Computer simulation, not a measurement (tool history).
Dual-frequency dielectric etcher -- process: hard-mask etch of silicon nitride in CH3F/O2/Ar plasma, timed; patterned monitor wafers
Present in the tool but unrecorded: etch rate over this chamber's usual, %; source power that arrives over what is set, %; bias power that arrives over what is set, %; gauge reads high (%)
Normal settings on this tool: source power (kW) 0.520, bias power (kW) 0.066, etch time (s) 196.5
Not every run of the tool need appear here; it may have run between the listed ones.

run   hour  source power (kW)  bias power (kW)  etch time (s)  wafers since the last listed run  hours since the last wet clean  hours since the last source power generator calibration  hours since the last bias power generator calibration  hours since the last upper electrode change  hours since the gauge calibration  read-back reference wafer on the same gauge, depth_nm  mean etch depth across the wafer (angstrom)
  1    0.0              0.520            0.066          196.5                                 0                           159.9                                                   3972.3                                                 3701.2                                       2483.0                              125.1                                                  149.8                                         1479
  2   15.1              0.420            0.061          196.5                               102                           175.0                                                   3987.4                                                 3716.3                                       2498.1                              140.2                                                  150.1                                         1314
  3   31.6              0.520            0.066          196.5                               112                           191.5                                                   4003.9                                                 3732.8                                       2514.6                              156.7                                                  150.2                                         1472
  4   41.7              0.430            0.053          196.5                                68                           201.6                                                   4014.0                                                 3742.9                                       2524.7                              166.8                                                  150.2                                         1301
  5   53.2              0.430            0.053          196.5                                78                           213.1                                                   4025.5                                                 3754.4                                       2536.2                              178.3                                                  149.9                                         1298
  6   69.4              0.520            0.066          196.5                               109                           229.3                                                   4041.7                                                 3770.6                                       2552.4                              194.5                                                  149.9                                         1478
  7   80.7              0.520            0.066          196.5                                76                           240.6                                                   4053.0                                                 3781.9                                       2563.7                              205.8                                                  150.0                                         1465
  8   88.0              0.520            0.066          196.5                                49                           247.9                                                   4060.3                                                 3789.2                                       2571.0                              213.1                                                  150.1                                         1464
  9  104.2              0.520            0.055          196.5                               109                           264.1                                                   4076.5                                                 3805.4                                       2587.2                              229.3                                                  150.1                                         1417
 10  111.5              0.520            0.055          196.5                                49                           271.4                                                   4083.8                                                 3812.7                                       2594.5                              236.6                                                  150.2                                         1410
 11  121.7              0.520            0.053          208.5                                69                           281.6                                                   4094.0                                                 3822.9                                       2604.7                              246.8                                                  150.2                                         1488
 12  129.0              0.520            0.053          208.5                                49                           288.9                                                   4101.3                                                 3830.2                                       2612.0                              254.1                                                  150.2                                         1493
 13  141.5              0.520            0.053          208.5                                84                           301.4                                                   4113.8                                                 3842.7                                       2624.5                              266.6                                                  150.0                                         1482
 14  156.3              0.520            0.066          196.5                               100                           316.2                                                   4128.6                                                 3857.5                                       2639.3                              281.4                                                  150.2                                         1450
     169.2  -- source power generator calibrated
 15  170.2              0.520            0.066          196.5                                67                           330.1                                                      1.0                                                 3871.4                                       2653.2                              295.3                                                  149.9                                         1452
     200.9  -- upper electrode replaced
     207.9  -- bias power generator calibrated
     220.4  -- gauge calibrated
     222.1  -- wet clean of the chamber
 16  222.6              0.520            0.078          240.5                                69                             0.5                                                     53.4                                                   14.7                                         21.7                                2.2                                                  150.1                                         1885
 17  222.9              0.420            0.071          177.5                                 2                             0.8                                                     53.7                                                   15.0                                         22.0                                2.5                                                  149.9                                         1245
 18  223.3              0.520            0.066          196.5                                 2                             1.2                                                     54.1                                                   15.4                                         22.4                                2.9                                                  149.9                                         1506
 19  223.7              0.520            0.066          196.5                                 2                             1.6                                                     54.5                                                   15.8                                         22.8                                3.3                                                  150.0                                         1497
 20  233.4              0.520            0.066          196.5                                65                            11.3                                                     64.2                                                   25.5                                         32.5                               13.0                                                  149.8                                         1491
 21  244.0              0.520            0.066          246.5                                71                            21.9                                                     74.8                                                   36.1                                         43.1                               23.6                                                  150.1                                         1877
 22  256.4              0.430            0.053          196.5                                84                            34.3                                                     87.2                                                   48.5                                         55.5                               36.0                                                  149.9                                         1315
 23  266.2              0.470            0.055          196.5                                66                            44.1                                                     97.0                                                   58.3                                         65.3                               45.8                                                  150.0                                         1379
 24  277.6              0.520            0.066          196.5                                77                            55.5                                                    108.4                                                   69.7                                         76.7                               57.2                                                  149.9                                         1489
 25  291.5              0.460            0.058          252.0                                94                            69.4                                                    122.3                                                   83.6                                         90.6                               71.1                                                  149.9                                         1754
 26  299.8              0.520            0.066          241.0                                56                            77.7                                                    130.6                                                   91.9                                         98.9                               79.4                                                  150.0                                         1819
 27  309.0              0.430            0.066          196.5                                62                            86.9                                                    139.8                                                  101.1                                        108.1                               88.6                                                  149.9                                         1354
 28  316.4              0.460            0.053          196.5                                50                            94.3                                                    147.2                                                  108.5                                        115.5                               96.0                                                  149.8                                         1351
 29  327.4              0.430            0.057          216.5                                74                           105.3                                                    158.2                                                  119.5                                        126.5                              107.0                                                  150.2                                         1446
 30  337.6              0.520            0.066          196.5                                69                           115.5                                                    168.4                                                  129.7                                        136.7                              117.2                                                  149.9                                         1477

Take each entry between the runs: how does the hidden state at the last listed run before it differ from the hidden state at the first listed run after it?
Run 14 -> run 15: source power generator calibrated (hour 169.2)
  etch rate over this chamber's usual, %: -3.08 -> -3.23
  what was measured, less what the result would be without the hidden state, mean etch depth across the wafer (angstrom): -46 -> -49
Run 15 -> run 16: upper electrode replaced (hour 200.9); bias power generator calibrated (hour 207.9); gauge calibrated (hour 220.4); wet clean of the chamber (hour 222.1)
  etch rate over this chamber's usual, %: -3.23 -> -0.197
  what was measured, less what the result would be without the hidden state, mean etch depth across the wafer (angstrom): -49 -> -4
